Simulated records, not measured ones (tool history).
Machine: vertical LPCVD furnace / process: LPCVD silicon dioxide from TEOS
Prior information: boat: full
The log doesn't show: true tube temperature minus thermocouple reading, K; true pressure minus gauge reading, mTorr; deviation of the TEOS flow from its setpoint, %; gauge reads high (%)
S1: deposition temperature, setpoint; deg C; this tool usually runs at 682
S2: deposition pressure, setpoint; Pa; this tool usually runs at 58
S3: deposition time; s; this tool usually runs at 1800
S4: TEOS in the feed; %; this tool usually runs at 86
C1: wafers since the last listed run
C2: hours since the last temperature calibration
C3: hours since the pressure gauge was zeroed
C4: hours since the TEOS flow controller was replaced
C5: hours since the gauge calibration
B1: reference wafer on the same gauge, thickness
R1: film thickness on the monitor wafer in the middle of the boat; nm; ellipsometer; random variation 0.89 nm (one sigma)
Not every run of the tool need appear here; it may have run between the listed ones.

run 1 hour=0 | S1=682 S2=58 S3=1800 S4=86 | C1=0 C2=1619.7 C3=1434.1 C4=3806.9 C5=577 | B1=187.72 | R1=185.78
run 2 hour=28.4 | S1=679 S2=58 S3=1800 S4=86 | C1=562 C2=1648.1 C3=1462.5 C4=3835.3 C5=605.4 | B1=187.55 | R1=172
-- hour=37.6 gauge calibrated
run 3 hour=43.5 | S1=679 S2=58 S3=1800 S4=86 | C1=299 C2=1663.2 C3=1477.6 C4=3850.4 C5=5.9 | B1=192.23 | R1=176.09
run 4 hour=74.3 | S1=679 S2=58 S3=1800 S4=86 | C1=610 C2=1694 C3=1508.4 C4=3881.2 C5=36.7 | B1=191.85 | R1=175.52
run 5 hour=96.9 | S1=686 S2=58 S3=1800 S4=86 | C1=447 C2=1716.6 C3=1531 C4=3903.8 C5=59.3 | B1=192 | R1=206.77
run 6 hour=124.7 | S1=686 S2=58 S3=1800 S4=86 | C1=551 C2=1744.4 C3=1558.8 C4=3931.6 C5=87.1 | B1=191.62 | R1=207.48
run 7 hour=138.8 | S1=682 S2=58 S3=1800 S4=86 | C1=279 C2=1758.5 C3=1572.9 C4=3945.7 C5=101.2 | B1=191.58 | R1=189.16
run 8 hour=173.8 | S1=682 S2=58 S3=1800 S4=91 | C1=693 C2=1793.5 C3=1607.9 C4=3980.7 C5=136.2 | B1=191.37 | R1=194.35
run 9 hour=194 | S1=682 S2=58 S3=1800 S4=86 | C1=400 C2=1813.7 C3=1628.1 C4=4000.9 C5=156.4 | B1=191.55 | R1=186.23
run 10 hour=227.9 | S1=677 S2=58 S3=1800 S4=86 | C1=671 C2=1847.6 C3=1662 C4=4034.8 C5=190.3 | B1=191.02 | R1=164.73
-- hour=268.6 pressure gauge zeroed
run 11 hour=324.2 | S1=677 S2=58 S3=1800 S4=86 | C1=1433 C2=1943.9 C3=55.6 C4=4131.1 C5=286.6 | B1=190.38 | R1=166.77
run 12 hour=356.3 | S1=677 S2=58 S3=1800 S4=86 | C1=636 C2=1976 C3=87.7 C4=4163.2 C5=318.7 | B1=190.48 | R1=166.91
run 13 hour=372.2 | S1=682 S2=68 S3=1800 S4=86 | C1=315 C2=1991.9 C3=103.6 C4=4179.1 C5=334.6 | B1=190 | R1=202.44
run 14 hour=404.7 | S1=682 S2=62.7 S3=1800 S4=97 | C1=644 C2=2024.4 C3=136.1 C4=4211.6 C5=367.1 | B1=189.92 | R1=205.57
run 15 hour=435.1 | S1=682 S2=58 S3=1800 S4=86 | C1=602 C2=2054.8 C3=166.5 C4=4242 C5=397.5 | B1=189.54 | R1=185.54
run 16 hour=467.7 | S1=692 S2=58 S3=1800 S4=86 | C1=646 C2=2087.4 C3=199.1 C4=4274.6 C5=430.1 | B1=189.28 | R1=233.56
run 17 hour=491.1 | S1=682 S2=58 S3=2040 S4=86 | C1=463 C2=2110.8 C3=222.5 C4=4298 C5=453.5 | B1=189.07 | R1=210.63
-- hour=526 TEOS flow controller replaced
run 18 hour=526.5 | S1=682 S2=58 S3=1800 S4=86 | C1=225 C2=2146.2 C3=257.9 C4=0.5 C5=488.9 | B1=188.86 | R1=184.27
run 19 hour=546.8 | S1=682 S2=58 S3=1140 S4=81 | C1=402 C2=2166.5 C3=278.2 C4=20.8 C5=509.2 | B1=188.45 | R1=113.27
run 20 hour=614.7 | S1=687 S2=51.3 S3=1800 S4=86 | C1=1345 C2=2234.4 C3=346.1 C4=88.7 C5=577.1 | B1=188.16 | R1=195.72
run 21 hour=633.4 | S1=682 S2=58 S3=1800 S4=86 | C1=370 C2=2253.1 C3=364.8 C4=107.4 C5=595.8 | B1=188.46 | R1=184.09
-- hour=657.9 gauge calibrated
-- hour=674.4 thermocouples replaced and temperature profile calibrated
run 22 hour=674.9 | S1=682 S2=67.3 S3=1980 S4=86 | C1=346 C2=0.5 C3=406.3 C4=148.9 C5=17 | B1=192.29 | R1=224.3
run 23 hour=694.6 | S1=682 S2=58 S3=1800 S4=86 | C1=390 C2=20.2 C3=426 C4=168.6 C5=36.7 | B1=192.4 | R1=190.11
run 24 hour=711.6 | S1=682 S2=58 S3=2280 S4=86 | C1=336 C2=37.2 C3=443 C4=185.6 C5=53.7 | B1=192.2 | R1=240.26
run 25 hour=729.4 | S1=677 S2=58 S3=2490 S4=97 | C1=352 C2=55 C3=460.8 C4=203.4 C5=71.5 | B1=191.91 | R1=245.36
run 26 hour=764.6 | S1=688 S2=58 S3=1800 S4=86 | C1=697 C2=90.2 C3=496 C4=238.6 C5=106.7 | B1=191.48 | R1=216.03
run 27 hour=797.2 | S1=682 S2=58 S3=1800 S4=86 | C1=646 C2=122.8 C3=528.6 C4=271.2 C5=139.3 | B1=191.57 | R1=188.54
run 28 hour=821.9 | S1=689 S2=48 S3=1560 S4=71 | C1=489 C2=147.5 C3=553.3 C4=295.9 C5=164 | B1=191.6 | R1=158.82
run 29 hour=851 | S1=691 S2=48 S3=1800 S4=95 | C1=576 C2=176.6 C3=582.4 C4=325 C5=193.1 | B1=191.25 | R1=223.46
run 30 hour=873.2 | S1=678 S2=58 S3=1350 S4=86 | C1=440 C2=198.8 C3=604.6 C4=347.2 C5=215.3 | B1=190.94 | R1=127.19
run 31 hour=895.5 | S1=682 S2=66.7 S3=1530 S4=86 | C1=442 C2=221.1 C3=626.9 C4=369.5 C5=237.6 | B1=190.56 | R1=170.83

Results for each run, recomputed without the tool's hidden state and with each run's random variation untouched:
run=1 R1=189.94
run=2 R1=176.04
run=3 R1=175.82
run=4 R1=175.45
run=5 R1=206.85
run=6 R1=207.77
run=7 R1=189.52
run=8 R1=194.97
run=9 R1=186.97
run=10 R1=165.59
run=11 R1=168.23
run=12 R1=168.57
run=13 R1=204.58
run=14 R1=207.98
run=15 R1=187.94
run=16 R1=236.85
run=17 R1=213.79
run=18 R1=187.28
run=19 R1=115.2
run=20 R1=199.56
run=21 R1=187.84
run=22 R1=223.83
run=23 R1=189.85
run=24 R1=240.08
run=25 R1=245.34
run=26 R1=216.29
run=27 R1=188.99
run=28 R1=159.34
run=29 R1=224.43
run=30 R1=127.84
run=31 R1=171.85

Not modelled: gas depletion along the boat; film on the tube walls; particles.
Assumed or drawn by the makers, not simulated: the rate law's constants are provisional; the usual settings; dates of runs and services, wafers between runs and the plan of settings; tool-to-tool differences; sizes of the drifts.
